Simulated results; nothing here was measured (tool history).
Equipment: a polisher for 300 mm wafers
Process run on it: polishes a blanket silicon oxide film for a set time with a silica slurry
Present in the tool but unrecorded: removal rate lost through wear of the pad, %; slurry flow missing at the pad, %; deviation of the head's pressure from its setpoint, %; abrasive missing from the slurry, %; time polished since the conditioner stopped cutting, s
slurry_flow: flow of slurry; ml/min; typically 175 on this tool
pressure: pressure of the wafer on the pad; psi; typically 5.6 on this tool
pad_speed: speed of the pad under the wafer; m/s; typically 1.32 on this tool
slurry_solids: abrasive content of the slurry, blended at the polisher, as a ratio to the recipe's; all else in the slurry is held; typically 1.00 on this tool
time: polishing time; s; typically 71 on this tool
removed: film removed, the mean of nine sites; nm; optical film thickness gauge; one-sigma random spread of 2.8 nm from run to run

run   hour  slurry_flow  pressure  pad_speed  slurry_solids  time  wafers since the last listed run  wafers polished on this pad  hours since the slurry nozzle was cleaned  hours since the head pressure was calibrated  hours since the slurry blender was calibrated  hours since the conditioning disc was replaced  incoming thickness of the incoming film, nm  removed
  1    0.0          175       5.6       1.32           1.00    71                                 0                          529                                      149.2                                        1239.2                                           16.4                                            19.8                                       1139.7    414.0
  2   23.0          175       5.6       1.56           0.80    71                               152                          682                                      172.2                                        1262.2                                           39.4                                            42.8                                       1135.3    423.1
  3   56.4          175       5.6       1.32           1.00    71                               222                          904                                      205.6                                        1295.6                                           72.8                                            76.2                                       1132.4    405.3
  4   72.0          175       5.6       1.32           1.00    71                               103                         1008                                      221.2                                        1311.2                                           88.4                                            91.8                                       1150.3    408.7
      82.8  -- worn pad replaced by a new one
  5   89.6          175       5.6       1.32           1.00    71                                90                           45                                      238.8                                        1328.8                                          106.0                                           109.4                                       1142.9    405.3
  6  102.7          175       5.6       1.32           1.00    71                                87                          132                                      251.9                                        1341.9                                          119.1                                           122.5                                       1130.7    404.8
  7  117.5          175       5.6       1.32           1.00    71                                98                          230                                      266.7                                        1356.7                                          133.9                                           137.3                                       1122.1    401.8
  8  148.9          175       5.6       1.32           1.00    71                               208                          439                                      298.1                                        1388.1                                          165.3                                           168.7                                       1130.5    398.2
  9  183.3          175       5.6       1.32           0.90    71                               228                          668                                      332.5                                        1422.5                                          199.7                                           203.1                                       1138.2    381.4
     206.5  -- slurry blender recalibrated
     218.3  -- conditioning disc replaced and pad reconditioned
 10  218.8          175       5.6       1.32           1.00    71                               209                          877                                      368.0                                        1458.0                                           12.3                                             0.5                                       1134.1    414.4
 11  251.1          150       5.6       1.32           1.00    56                               214                         1092                                      400.3                                        1490.3                                           44.6                                            32.8                                       1130.6    312.8
 12  268.2          175       5.6       1.32           1.00    71                               113                         1206                                      417.4                                        1507.4                                           61.7                                            49.9                                       1147.6    409.1
     276.7  -- head pressure recalibrated
     280.1  -- worn pad replaced by a new one
 13  284.5          175       5.6       1.32           1.00    56                                72                           29                                      433.7                                           7.8                                           78.0                                            66.2                                       1123.3    319.0
 14  316.5          175       5.6       1.32           1.00    71                               212                          241                                      465.7                                          39.8                                          110.0                                            98.2                                       1143.0    404.6
 15  334.6          225       3.7       1.32           1.00    71                               120                          362                                      483.8                                          57.9                                          128.1                                           116.3                                       1134.8    299.7
 16  369.5          120       4.5       1.12           1.00    71                               232                          594                                      518.7                                          92.8                                          163.0                                           151.2                                       1145.6    273.5
 17  384.0          175       5.6       1.02           1.00    71                                96                          690                                      533.2                                         107.3                                          177.5                                           165.7                                       1136.8    330.4
 18  406.2          235       4.9       1.32           0.70    71                               147                          838                                      555.4                                         129.5                                          199.7                                           187.9                                       1118.0    310.4
     409.2  -- slurry blender recalibrated
     420.6  -- slurry nozzle cleaned
     469.8  -- worn pad replaced by a new one
 19  475.7          175       4.0       1.52           1.25    85                               415                           38                                       55.1                                         199.0                                           66.5                                           257.4                                       1154.7    438.4
 20  500.5          175       4.7       1.32           1.00    71                               164                          203                                       79.9                                         223.8                                           91.3                                           282.2                                       1140.0    334.7
     531.9  -- conditioning disc replaced and pad reconditioned
 21  532.4          175       5.6       1.32           1.00    71                               198                          402                                      111.8                                         255.7                                          123.2                                             0.5                                       1145.1    411.1
 22  547.5          155       7.1       1.32           0.75    79                               100                          503                                      126.9                                         270.8                                          138.3                                            15.6                                       1126.7    478.0
 23  565.0          175       7.1       1.32           1.00    71                               116                          619                                      144.4                                         288.3                                          155.8                                            33.1                                       1124.0    506.5
 24  582.8          175       7.5       1.32           1.00    71                               118                          737                                      162.2                                         306.1                                          173.6                                            50.9                                       1123.8    522.8

Run by run, hidden condition taken away, random variation retained:
run  removed
  1    416.6
  2    429.5
  3    414.1
  4    419.4
  5    417.9
  6    418.8
  7    417.3
  8    416.9
  9    402.8
 10    418.1
 11    318.4
 12    418.4
 13    327.6
 14    419.1
 15    308.6
 16    283.4
 17    344.4
 18    327.1
 19    468.5
 20    359.3
 21    414.2
 22    484.9
 23    516.8
 24    537.2
